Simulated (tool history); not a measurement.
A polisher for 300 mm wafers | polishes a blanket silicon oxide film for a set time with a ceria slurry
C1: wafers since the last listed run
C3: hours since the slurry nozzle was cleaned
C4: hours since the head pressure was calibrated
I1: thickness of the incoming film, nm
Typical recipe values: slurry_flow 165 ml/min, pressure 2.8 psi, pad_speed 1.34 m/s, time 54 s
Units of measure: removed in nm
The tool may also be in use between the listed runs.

{"run": 1, "day": 0.0, "slurry_flow": 165, "pressure": 2.8, "pad_speed": 1.34, "time": 54, "C1": 0, "wafers polished on this pad": 746, "C3": 317.9, "C4": 1537.1, "I1": 825.1, "removed": 237.6}
{"run": 2, "day": 1.4, "slurry_flow": 165, "pressure": 2.8, "pad_speed": 1.34, "time": 54, "C1": 205, "wafers polished on this pad": 951, "C3": 351.5, "C4": 1570.7, "I1": 810.8, "removed": 233.8}
{"run": 3, "day": 1.979, "slurry_flow": 125, "pressure": 2.6, "pad_speed": 1.34, "time": 54, "C1": 85, "wafers polished on this pad": 1037, "C3": 365.4, "C4": 1584.6, "I1": 806.5, "removed": 205.2}
{"run": 4, "day": 2.529, "slurry_flow": 125, "pressure": 2.6, "pad_speed": 1.34, "time": 54, "C1": 80, "wafers polished on this pad": 1117, "C3": 378.6, "C4": 1597.8, "I1": 806.1, "removed": 203.1}
{"run": 5, "day": 3.038, "slurry_flow": 165, "pressure": 2.8, "pad_speed": 1.34, "time": 54, "C1": 74, "wafers polished on this pad": 1192, "C3": 390.8, "C4": 1610, "I1": 820.5, "removed": 235.8}
{"run": 6, "day": 3.592, "slurry_flow": 165, "pressure": 2.8, "pad_speed": 1.34, "time": 54, "C1": 81, "wafers polished on this pad": 1274, "C3": 404.1, "C4": 1623.3, "I1": 809.1, "removed": 237.1}
{"day": 4.683, "done": "worn pad replaced by a new one"}
{"run": 7, "day": 4.704, "slurry_flow": 165, "pressure": 2.8, "pad_speed": 1.34, "time": 54, "C1": 139, "wafers polished on this pad": 3, "C3": 430.8, "C4": 1650, "I1": 807.6, "removed": 231.3}
{"run": 8, "day": 5.071, "slurry_flow": 210, "pressure": 2.8, "pad_speed": 1.48, "time": 54, "C1": 53, "wafers polished on this pad": 57, "C3": 439.6, "C4": 1658.8, "I1": 814.9, "removed": 266.5}
{"run": 9, "day": 6.188, "slurry_flow": 210, "pressure": 2.8, "pad_speed": 1.48, "time": 54, "C1": 164, "wafers polished on this pad": 221, "C3": 466.4, "C4": 1685.6, "I1": 824.3, "removed": 270.5}
{"run": 10, "day": 7.083, "slurry_flow": 210, "pressure": 2.8, "pad_speed": 1.48, "time": 54, "C1": 131, "wafers polished on this pad": 353, "C3": 487.9, "C4": 1707.1, "I1": 806.3, "removed": 267.7}
{"day": 7.2, "done": "head pressure recalibrated"}
{"run": 11, "day": 8.062, "slurry_flow": 205, "pressure": 2.8, "pad_speed": 1.62, "time": 54, "C1": 131, "wafers polished on this pad": 484, "C3": 511.4, "C4": 20.7, "I1": 811.9, "removed": 296.4}
{"run": 12, "day": 9.208, "slurry_flow": 205, "pressure": 2.8, "pad_speed": 1.34, "time": 54, "C1": 168, "wafers polished on this pad": 653, "C3": 538.9, "C4": 48.2, "I1": 819.1, "removed": 244}
{"run": 13, "day": 10.142, "slurry_flow": 205, "pressure": 2.8, "pad_speed": 1.34, "time": 54, "C1": 137, "wafers polished on this pad": 790, "C3": 561.3, "C4": 70.6, "I1": 796.5, "removed": 240.4}
{"run": 14, "day": 11.567, "slurry_flow": 165, "pressure": 2.8, "pad_speed": 1.34, "time": 54, "C1": 209, "wafers polished on this pad": 999, "C3": 595.5, "C4": 104.8, "I1": 797.4, "removed": 234.6}
{"day": 12.092, "done": "slurry nozzle cleaned"}
{"run": 15, "day": 12.825, "slurry_flow": 165, "pressure": 2.8, "pad_speed": 1.34, "time": 54, "C1": 178, "wafers polished on this pad": 1178, "C3": 17.6, "C4": 135, "I1": 806.8, "removed": 248.7}
{"day": 13.425, "done": "worn pad replaced by a new one"}
{"run": 16, "day": 13.446, "slurry_flow": 165, "pressure": 2.8, "pad_speed": 1.34, "time": 54, "C1": 66, "wafers polished on this pad": 3, "C3": 32.5, "C4": 149.9, "I1": 799.6, "removed": 249.6}
{"run": 17, "day": 14.279, "slurry_flow": 200, "pressure": 2.4, "pad_speed": 1.34, "time": 43, "C1": 122, "wafers polished on this pad": 125, "C3": 52.5, "C4": 169.9, "I1": 812.5, "removed": 172.6}
{"run": 18, "day": 15.529, "slurry_flow": 200, "pressure": 2.8, "pad_speed": 1.18, "time": 37, "C1": 183, "wafers polished on this pad": 309, "C3": 82.5, "C4": 199.9, "I1": 809.8, "removed": 153.4}
{"run": 19, "day": 16.342, "slurry_flow": 205, "pressure": 3.4, "pad_speed": 1.34, "time": 54, "C1": 119, "wafers polished on this pad": 428, "C3": 102, "C4": 219.4, "I1": 817.6, "removed": 301.7}
{"run": 20, "day": 16.942, "slurry_flow": 140, "pressure": 3.7, "pad_speed": 1.78, "time": 47, "C1": 88, "wafers polished on this pad": 517, "C3": 116.4, "C4": 233.8, "I1": 806.5, "removed": 355.3}
{"run": 21, "day": 17.567, "slurry_flow": 200, "pressure": 2.8, "pad_speed": 1.34, "time": 54, "C1": 91, "wafers polished on this pad": 608, "C3": 131.4, "C4": 248.8, "I1": 816.2, "removed": 252.6}
{"run": 22, "day": 18.679, "slurry_flow": 165, "pressure": 2.3, "pad_speed": 1.74, "time": 54, "C1": 163, "wafers polished on this pad": 772, "C3": 158.1, "C4": 275.5, "I1": 824.1, "removed": 257.3}
{"run": 23, "day": 19.4, "slurry_flow": 110, "pressure": 2.8, "pad_speed": 1.34, "time": 48, "C1": 105, "wafers polished on this pad": 878, "C3": 175.4, "C4": 292.8, "I1": 804.2, "removed": 189.8}
{"run": 24, "day": 20.692, "slurry_flow": 225, "pressure": 2.8, "pad_speed": 1.34, "time": 47, "C1": 189, "wafers polished on this pad": 1068, "C3": 206.4, "C4": 323.8, "I1": 805.3, "removed": 222.8}
{"day": 21.871, "done": "worn pad replaced by a new one"}
{"run": 25, "day": 21.892, "slurry_flow": 165, "pressure": 2.8, "pad_speed": 1.34, "time": 54, "C1": 151, "wafers polished on this pad": 2, "C3": 235.2, "C4": 352.6, "I1": 820.2, "removed": 236.8}
{"run": 26, "day": 22.654, "slurry_flow": 105, "pressure": 3.5, "pad_speed": 1.66, "time": 36, "C1": 112, "wafers polished on this pad": 114, "C3": 253.5, "C4": 370.9, "I1": 803.8, "removed": 211.7}
{"run": 27, "day": 23.283, "slurry_flow": 200, "pressure": 2.4, "pad_speed": 1.34, "time": 43, "C1": 92, "wafers polished on this pad": 207, "C3": 268.6, "C4": 386, "I1": 798.8, "removed": 165.9}
{"run": 28, "day": 24.367, "slurry_flow": 165, "pressure": 3.3, "pad_speed": 1.46, "time": 37, "C1": 159, "wafers polished on this pad": 366, "C3": 294.6, "C4": 412, "I1": 818.9, "removed": 207.4}
{"run": 29, "day": 25.683, "slurry_flow": 165, "pressure": 2.8, "pad_speed": 1.34, "time": 54, "C1": 193, "wafers polished on this pad": 560, "C3": 326.2, "C4": 443.6, "I1": 824.4, "removed": 235.4}
{"run": 30, "day": 26.792, "slurry_flow": 165, "pressure": 2.8, "pad_speed": 1.66, "time": 38, "C1": 162, "wafers polished on this pad": 723, "C3": 352.8, "C4": 470.2, "I1": 808.6, "removed": 202.5}
{"run": 31, "day": 28.1, "slurry_flow": 165, "pressure": 2.8, "pad_speed": 1.34, "time": 54, "C1": 192, "wafers polished on this pad": 915, "C3": 384.2, "C4": 501.6, "I1": 815.4, "removed": 234.2}
{"run": 32, "day": 28.688, "slurry_flow": 115, "pressure": 2.8, "pad_speed": 1.78, "time": 54, "C1": 86, "wafers polished on this pad": 1001, "C3": 398.3, "C4": 515.7, "I1": 820.5, "removed": 285}
{"run": 33, "day": 29.229, "slurry_flow": 150, "pressure": 2.8, "pad_speed": 1.34, "time": 46, "C1": 79, "wafers polished on this pad": 1081, "C3": 411.3, "C4": 528.7, "I1": 804, "removed": 195.8}
{"run": 34, "day": 30.162, "slurry_flow": 110, "pressure": 3.8, "pad_speed": 1.34, "time": 54, "C1": 137, "wafers polished on this pad": 1218, "C3": 433.7, "C4": 551.1, "I1": 811.4, "removed": 279.2}
{"day": 31.046, "done": "worn pad replaced by a new one"}
{"run": 35, "day": 31.067, "slurry_flow": 165, "pressure": 3.4, "pad_speed": 1.34, "time": 54, "C1": 108, "wafers polished on this pad": 2, "C3": 455.4, "C4": 572.8, "I1": 803.1, "removed": 280.5}
{"run": 36, "day": 32.246, "slurry_flow": 165, "pressure": 3.7, "pad_speed": 1.5, "time": 54, "C1": 173, "wafers polished on this pad": 176, "C3": 483.7, "C4": 601.1, "I1": 798.7, "removed": 342.4}
{"run": 37, "day": 33.058, "slurry_flow": 125, "pressure": 3.3, "pad_speed": 0.92, "time": 62, "C1": 119, "wafers polished on this pad": 295, "C3": 503.2, "C4": 620.6, "I1": 821, "removed": 203.6}
{"run": 38, "day": 34.362, "slurry_flow": 150, "pressure": 2.8, "pad_speed": 1.34, "time": 54, "C1": 191, "wafers polished on this pad": 487, "C3": 534.5, "C4": 651.9, "I1": 807.7, "removed": 228.7}

3 options for the next run, each taken on its own from the tool as it stands now. Forecast them:
{"run": "A", "day": 34.379, "slurry_flow": 165, "pressure": 2.8, "pad_speed": 1.54, "time": 54, "C1": 2, "wafers polished on this pad": 489, "C3": 534.9, "C4": 652.3, "I1": 825, "removed": "?"}
{"run": "B", "day": 34.379, "slurry_flow": 105, "pressure": 3.2, "pad_speed": 1.5, "time": 64, "C1": 2, "wafers polished on this pad": 489, "C3": 534.9, "C4": 652.3, "I1": 825, "removed": "?"}
{"run": "C", "day": 34.379, "slurry_flow": 165, "pressure": 1.8, "pad_speed": 1.34, "time": 47, "C1": 2, "wafers polished on this pad": 489, "C3": 534.9, "C4": 652.3, "I1": 825, "removed": "?"}

run=A removed=268.9
run=B removed=310.3
run=C removed=133
Without the tool's unlogged condition, the same runs would have read:
run=A removed=286.2
run=B removed=341.4
run=C removed=141.5
